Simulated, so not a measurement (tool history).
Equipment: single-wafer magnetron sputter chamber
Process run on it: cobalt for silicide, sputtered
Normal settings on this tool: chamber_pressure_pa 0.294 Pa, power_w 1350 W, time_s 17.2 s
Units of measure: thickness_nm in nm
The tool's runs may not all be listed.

run,day,chamber_pressure_pa,power_w,time_s,"read-back reference wafer on the same gauge, thickness_nm",thickness_nm
1,0.000,0.333,1350,17.2,10.212,10.605
2,1.600,0.333,1350,17.2,10.205,10.551
3,2.083,0.294,1350,17.2,10.205,10.667
4,2.712,0.294,1350,17.2,10.214,10.631
5,3.321,0.294,1350,17.2,10.201,10.596
6,3.596,0.294,1200,17.2,10.204,9.587
7,4.154,0.294,1200,17.2,10.199,9.660
# day 5.154: magnet pack replaced, of another model than before
8,5.175,0.294,1200,17.2,10.201,9.589
# day 5.683: capacitance manometer re-zeroed and calibrated
9,5.704,0.294,1350,19.2,10.198,11.721
# day 6.033: gauge calibrated
10,6.162,0.294,1350,16.3,10.204,9.894
11,6.846,0.294,1350,17.2,10.203,10.429
12,7.171,0.183,1350,17.2,10.199,10.886
# day 7.979: sputter target and shields replaced
13,8.000,0.294,1350,17.2,10.204,10.730
14,8.217,0.238,1550,18.7,10.204,13.278
15,8.583,0.235,1350,17.2,10.194,10.937
16,8.833,0.294,1350,17.2,10.203,10.728
17,9.762,0.393,1150,19.7,10.201,10.403
18,10.221,0.386,1150,15.6,10.196,8.210
19,10.575,0.294,1350,19.2,10.209,11.849

Consider 5 possible next runs. They are alternatives, not a sequence: every one starts from the tool as it was left by run 19. What does each give?
A,10.592,0.294,1350,17.2,?,?
B,10.592,0.194,1350,19.5,?,?
C,10.592,0.249,1450,19.9,?,?
D,10.592,0.349,1050,18.8,?,?
E,10.592,0.294,1550,17.2,?,?

run,"read-back reference wafer on the same gauge, thickness_nm",thickness_nm
A,10.207,10.644
B,10.207,12.574
C,10.207,13.283
D,10.207,9.365
E,10.207,11.899
Stripped of hidden state, with their random variation kept, the same runs would have yielded:
run,thickness_nm
A,10.685
B,12.622
C,13.334
D,9.401
E,11.944
